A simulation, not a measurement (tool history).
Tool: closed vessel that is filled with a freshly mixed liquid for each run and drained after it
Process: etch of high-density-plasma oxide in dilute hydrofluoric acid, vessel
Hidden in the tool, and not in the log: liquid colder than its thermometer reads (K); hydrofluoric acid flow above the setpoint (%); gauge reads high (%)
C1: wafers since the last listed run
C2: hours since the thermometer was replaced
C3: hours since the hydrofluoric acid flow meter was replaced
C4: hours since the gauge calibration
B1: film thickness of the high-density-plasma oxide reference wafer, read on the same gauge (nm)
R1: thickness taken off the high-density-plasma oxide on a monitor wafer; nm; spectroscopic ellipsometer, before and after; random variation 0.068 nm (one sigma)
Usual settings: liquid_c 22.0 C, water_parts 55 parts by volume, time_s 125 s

Run 1, hour 0.0: usual settings; C1 0; C2 1295.4; C3 307.5; C4 206.4; B1 120.00. Result: R1 13.55 nm.
Run 2, hour 22.7: usual settings; C1 2897; C2 1318.1; C3 330.2; C4 229.1; B1 120.00. Result: R1 13.62 nm.
Run 3, hour 54.1: usual settings; C1 4007; C2 1349.5; C3 361.6; C4 260.5; B1 119.98. Result: R1 13.67 nm.
Run 4, hour 130.1: usual settings; C1 9700; C2 1425.5; C3 437.6; C4 336.5; B1 120.02. Result: R1 13.87 nm.
Run 5, hour 147.4: usual settings; C1 2208; C2 1442.8; C3 454.9; C4 353.8; B1 120.00. Result: R1 13.88 nm.
At hour 162.9: gauge calibrated.
Run 6, hour 172.8: usual settings; C1 3242; C2 1468.2; C3 480.3; C4 9.9; B1 120.01. Result: R1 13.74 nm.
At hour 266.2: hydrofluoric acid flow meter replaced.
Run 7, hour 274.1: usual settings; C1 12802; C2 1569.5; C3 7.9; C4 111.2; B1 120.00. Result: R1 12.96 nm.
Run 8, hour 291.9: usual settings but water_parts 30 parts by volume; C1 2272; C2 1587.3; C3 25.7; C4 129.0; B1 120.00. Result: R1 24.85 nm.
Run 9, hour 310.3: usual settings but water_parts 30 parts by volume; C1 2348; C2 1605.7; C3 44.1; C4 147.4; B1 119.99. Result: R1 24.73 nm.
Run 10, hour 329.6: usual settings but water_parts 30 parts by volume; C1 2463; C2 1625.0; C3 63.4; C4 166.7; B1 119.98. Result: R1 24.83 nm.
Run 11, hour 349.6: usual settings; C1 2552; C2 1645.0; C3 83.4; C4 186.7; B1 120.01. Result: R1 13.20 nm.
Run 12, hour 384.5: usual settings; C1 4454; C2 1679.9; C3 118.3; C4 221.6; B1 120.00. Result: R1 13.20 nm.
Run 13, hour 396.8: usual settings but water_parts 65 parts by volume; C1 1569; C2 1692.2; C3 130.6; C4 233.9; B1 120.01. Result: R1 11.01 nm.
At hour 437.6: thermometer replaced.
Run 14, hour 441.1: usual settings but water_parts 40 parts by volume; C1 5526; C2 3.5; C3 174.9; C4 278.2; B1 119.98. Result: R1 18.68 nm.
Run 15, hour 458.1: usual settings but liquid_c 17.5 C, water_parts 40 parts by volume, time_s 95 s; C1 2169; C2 20.5; C3 191.9; C4 295.2; B1 119.99. Result: R1 11.55 nm.
At hour 470.6: gauge calibrated.
Run 16, hour 482.5: usual settings but liquid_c 23.5 C, water_parts 75 parts by volume, time_s 165 s; C1 3114; C2 44.9; C3 216.3; C4 11.9; B1 120.00. Result: R1 13.35 nm.
Run 17, hour 511.4: usual settings but time_s 185 s; C1 3688; C2 73.8; C3 245.2; C4 40.8; B1 120.00. Result: R1 19.99 nm.
Run 18, hour 532.7: usual settings; C1 2718; C2 95.1; C3 266.5; C4 62.1; B1 119.98. Result: R1 13.43 nm.
Run 19, hour 556.6: usual settings but liquid_c 25.5 C, water_parts 45 parts by volume; C1 3050; C2 119.0; C3 290.4; C4 86.0; B1 119.99. Result: R1 19.26 nm.
Run 20, hour 574.7: usual settings but time_s 185 s; C1 2310; C2 137.1; C3 308.5; C4 104.1; B1 119.99. Result: R1 19.94 nm.
Run 21, hour 598.6: usual settings but liquid_c 19.5 C, time_s 90 s; C1 3050; C2 161.0; C3 332.4; C4 128.0; B1 120.03. Result: R1 8.76 nm.
Run 22, hour 619.8: usual settings but time_s 85 s; C1 2705; C2 182.2; C3 353.6; C4 149.2; B1 120.01. Result: R1 9.32 nm.
Run 23, hour 646.0: usual settings; C1 3344; C2 208.4; C3 379.8; C4 175.4; B1 120.00. Result: R1 13.62 nm.
Run 24, hour 680.5: usual settings but water_parts 65 parts by volume, time_s 105 s; C1 4403; C2 242.9; C3 414.3; C4 209.9; B1 120.00. Result: R1 9.56 nm.

Forecast each of these 3 alternatives for the next run:
Run A, hour 681.2: usual settings but time_s 95 s; C1 89; C2 243.6; C3 415.0; C4 210.6; B1 ?. Result: R1 ?.
Run B, hour 681.2: usual settings but liquid_c 23.5 C, time_s 195 s; C1 89; C2 243.6; C3 415.0; C4 210.6; B1 ?. Result: R1 ?.
Run C, hour 681.2: usual settings but liquid_c 19.5 C, time_s 65 s; C1 89; C2 243.6; C3 415.0; C4 210.6; B1 ?. Result: R1 ?.

run      B1     R1
  A  119.99  10.42
  B  119.99  22.76
  C  119.99   6.42
Without the tool's hidden state the same runs would have given:
run     R1
  A   9.93
  B  21.69
  C   6.12

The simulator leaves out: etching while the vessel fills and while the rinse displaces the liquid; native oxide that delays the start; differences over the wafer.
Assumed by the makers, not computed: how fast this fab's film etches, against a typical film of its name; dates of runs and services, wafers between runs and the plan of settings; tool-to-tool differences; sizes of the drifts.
